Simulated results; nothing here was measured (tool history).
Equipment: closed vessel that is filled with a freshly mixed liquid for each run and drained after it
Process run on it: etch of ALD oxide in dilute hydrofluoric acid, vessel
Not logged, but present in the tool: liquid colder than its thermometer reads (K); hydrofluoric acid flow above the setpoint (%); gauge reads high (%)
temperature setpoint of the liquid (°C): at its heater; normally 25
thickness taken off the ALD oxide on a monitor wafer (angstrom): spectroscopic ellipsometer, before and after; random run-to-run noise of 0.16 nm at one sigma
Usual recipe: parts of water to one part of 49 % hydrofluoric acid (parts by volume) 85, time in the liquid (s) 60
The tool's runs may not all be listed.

| run | hour | temperature setpoint of the liquid (°C) | parts of water to one part of 49 % hydrofluoric acid (parts by volume) | time in the liquid (s) | wafers since the last listed run | hours since the thermometer was replaced | hours since the hydrofluoric acid flow meter was replaced | hours since the gauge calibration | read-back film thickness of the ALD oxide reference wafer, read on the same gauge (nm) | thickness taken off the ALD oxide on a monitor wafer (angstrom) |
|---|---|---|---|---|---|---|---|---|---|---|
| 1 | 0 | 25 | 85 | 75 | 0 | 2025.2 | 458.8 | 270 | 69.97 | 280.1 |
| 2 | 29.1 | 25 | 85 | 75 | 3230 | 2054.3 | 487.9 | 299.1 | 70.01 | 281.5 |
| 3 | 56.3 | 25 | 85 | 75 | 3019 | 2081.5 | 515.1 | 326.3 | 70 | 282.3 |
| 4 | 100.4 | 25 | 85 | 60 | 4895 | 2125.6 | 559.2 | 370.4 | 70.02 | 227.7 |
| 5 | 153 | 25 | 85 | 70 | 5839 | 2178.2 | 611.8 | 423 | 70.04 | 261.7 |
| 6 | 197.7 | 25 | 85 | 70 | 4962 | 2222.9 | 656.5 | 467.7 | 69.99 | 262.2 |
| 7 | 268.3 | 25 | 85 | 70 | 7837 | 2293.5 | 727.1 | 538.3 | 69.99 | 258.3 |
| 8 | 330.1 | 25 | 85 | 60 | 6860 | 2355.3 | 788.9 | 600.1 | 69.97 | 221.6 |
|  | 349.7 | gauge calibrated |
| 9 | 391.3 | 25 | 85 | 60 | 6794 | 2416.5 | 850.1 | 41.6 | 70 | 224.1 |
| 10 | 444.1 | 25 | 85 | 60 | 5861 | 2469.3 | 902.9 | 94.4 | 70 | 220.3 |
| 11 | 477.1 | 27.5 | 85 | 75 | 3663 | 2502.3 | 935.9 | 127.4 | 69.97 | 303.5 |
| 12 | 518.3 | 25 | 55 | 60 | 4573 | 2543.5 | 977.1 | 168.6 | 70 | 352.5 |
| 13 | 543.5 | 25 | 85 | 80 | 2797 | 2568.7 | 1002.3 | 193.8 | 69.97 | 296 |
| 14 | 608.5 | 28.5 | 110 | 80 | 7215 | 2633.7 | 1067.3 | 258.8 | 70.03 | 252.9 |
| 15 | 633.6 | 25 | 120 | 35 | 2786 | 2658.8 | 1092.4 | 283.9 | 70.01 | 87.6 |
| 16 | 688.1 | 25 | 55 | 80 | 6050 | 2713.3 | 1146.9 | 338.4 | 69.96 | 469.8 |
| 17 | 722 | 29 | 85 | 50 | 3763 | 2747.2 | 1180.8 | 372.3 | 70.01 | 211 |
|  | 761.1 | thermometer replaced |
| 18 | 762.8 | 25 | 85 | 60 | 4418 | 1.7 | 1221.6 | 413.1 | 70.05 | 243.3 |
|  | 773.6 | hydrofluoric acid flow meter replaced |
| 19 | 852.6 | 23 | 85 | 60 | 9858 | 91.5 | 79 | 502.9 | 69.96 | 225.7 |
| 20 | 914.2 | 20.5 | 85 | 60 | 6838 | 153.1 | 140.6 | 564.5 | 69.98 | 204.5 |
| 21 | 960.7 | 25 | 85 | 75 | 5162 | 199.6 | 187.1 | 611 | 70.02 | 305.2 |
|  | 1001.5 | gauge calibrated |
| 22 | 1017.1 | 25 | 85 | 40 | 6261 | 256 | 243.5 | 15.6 | 69.97 | 161.8 |
| 23 | 1074.4 | 25 | 85 | 90 | 6361 | 313.3 | 300.8 | 72.9 | 70.01 | 361.6 |

Alternative continuations, all from the tool just after run 23; predict every row:
| A | 1075.1 | 25 | 85 | 60 | 77 | 314 | 301.5 | 73.6 | ? | ? |
| B | 1075.1 | 23.5 | 85 | 30 | 77 | 314 | 301.5 | 73.6 | ? | ? |
| C | 1075.1 | 26.5 | 125 | 45 | 77 | 314 | 301.5 | 73.6 | ? | ? |
| D | 1075.1 | 26.5 | 85 | 35 | 77 | 314 | 301.5 | 73.6 | ? | ? |
| E | 1075.1 | 27.5 | 125 | 85 | 77 | 314 | 301.5 | 73.6 | ? | ? |

| run | read-back film thickness of the ALD oxide reference wafer, read on the same gauge (nm) | thickness taken off the ALD oxide on a monitor wafer (angstrom) |
|---|---|---|
| A | 69.97 | 242.9 |
| B | 69.97 | 114.3 |
| C | 69.97 | 124.9 |
| D | 69.97 | 150.3 |
| E | 69.97 | 245 |
Stripped of hidden state, with their random variation kept, the same runs would have yielded:
| run | thickness taken off the ALD oxide on a monitor wafer (angstrom) |
|---|---|
| A | 246.8 |
| B | 116.2 |
| C | 126.8 |
| D | 152.7 |
| E | 248.7 |

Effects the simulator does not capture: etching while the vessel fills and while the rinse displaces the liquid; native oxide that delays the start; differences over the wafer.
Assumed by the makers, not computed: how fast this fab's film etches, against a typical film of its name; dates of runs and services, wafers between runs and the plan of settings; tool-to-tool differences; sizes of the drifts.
